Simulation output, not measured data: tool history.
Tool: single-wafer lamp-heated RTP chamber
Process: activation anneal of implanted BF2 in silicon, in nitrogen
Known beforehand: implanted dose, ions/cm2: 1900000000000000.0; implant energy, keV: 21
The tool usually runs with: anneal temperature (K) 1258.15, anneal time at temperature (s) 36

run    hour  anneal temperature (K)  anneal time at temperature (s)  read-back reference wafer on the same gauge, sheet resistance  sheet resistance of the implanted and annealed layer (ohm/square)
  1     0.0                 1258.15                              49                                                         165.76                                                             142.71
  2    47.4                 1258.15                              49                                                         166.25                                                             143.81
  3   128.5                 1258.15                              36                                                         165.74                                                             152.93
      144.3  -- pyrometer window cleaned and pyrometer calibrated
  4   216.7                 1258.15                              36                                                         165.90                                                             152.50
  5   315.6                 1258.15                              36                                                         165.89                                                             152.40
  6   352.2                 1258.15                              36                                                         165.63                                                             152.42
      445.8  -- reflector plate cleaned
  7   452.7                 1258.15                              36                                                         165.30                                                             151.73
  8   537.9                 1258.15                              36                                                         165.55                                                             152.21
  9   599.6                 1258.15                              36                                                         165.54                                                             150.13
 10   659.3                 1258.15                              36                                                         165.06                                                             150.63
      762.5  -- pyrometer window cleaned and pyrometer calibrated
 11   763.2                 1258.15                              36                                                         165.23                                                             151.22
 12   817.9                 1258.15                              36                                                         165.13                                                             150.24
 13   915.4                 1258.15                              36                                                         165.28                                                             150.78
 14   961.1                 1233.15                              43                                                         165.13                                                             186.01
     1025.2  -- reflector plate cleaned
 15  1041.5                 1274.15                              42                                                         164.83                                                             127.18
 16  1121.4                 1258.15                              48                                                         164.91                                                             141.58
 17  1208.5                 1285.15                              36                                                         164.86                                                             119.28
 18  1260.1                 1258.15                              36                                                         164.84                                                             150.92
     1325.3  -- pyrometer window cleaned and pyrometer calibrated
 19  1325.8                 1275.15                              36                                                         164.92                                                             129.22
 20  1393.3                 1258.15                              36                                                         164.59                                                             151.51
 21  1441.1                 1258.15                              36                                                         164.54                                                             150.49
 22  1536.5                 1288.15                              43                                                         164.28                                                             109.79
     1595.4  -- gauge calibrated
 23  1627.5                 1258.15                              36                                                         167.56                                                             153.86
 24  1685.7                 1236.15                              26                                                         167.44                                                             194.76
     1732.1  -- reflector plate cleaned
 25  1732.6                 1258.15                              25                                                         167.27                                                             163.12
 26  1785.2                 1271.15                              24                                                         167.28                                                             146.74
 27  1880.2                 1239.15                              50                                                         167.43                                                             171.21
     1902.4  -- pyrometer window cleaned and pyrometer calibrated
 28  1955.6                 1258.15                              36                                                         167.23                                                             151.52
 29  1996.1                 1258.15                              43                                                         166.94                                                             147.82
 30  2059.6                 1228.15                              47                                                         167.22                                                             194.66
 31  2105.3                 1279.15                              28                                                         167.30                                                             133.31
 32  2145.1                 1230.15                              44                                                         167.40                                                             192.61
 33  2193.1                 1284.15                              20                                                         167.25                                                             135.81
 34  2234.4                 1233.15                              29                                                         166.80                                                             198.16
 35  2274.3                 1258.15                              36                                                         167.01                                                             152.93
 36  2313.8                 1272.15                              49                                                         166.79                                                             125.13

Give the tool's hidden conditions for every run:
true wafer temperature minus pyrometer reading, K: 0 at every run
wafer temperature error from the tarnished reflector plate, K: 0 at every run
H1: gauge reads high (%)
run      H1
  1   -1.18
  2    -1.2
  3   -1.25
  4   -1.31
  5   -1.36
  6   -1.39
  7   -1.45
  8    -1.5
  9   -1.53
 10   -1.57
 11   -1.63
 12   -1.66
 13   -1.72
 14   -1.75
 15    -1.8
 16   -1.84
 17    -1.9
 18   -1.93
 19   -1.97
 20   -2.01
 21   -2.03
 22   -2.09
 23  -0.279
 24  -0.314
 25  -0.342
 26  -0.373
 27   -0.43
 28  -0.475
 29  -0.499
 30  -0.537
 31  -0.564
 32  -0.587
 33  -0.616
 34  -0.641
 35  -0.664
 36  -0.688
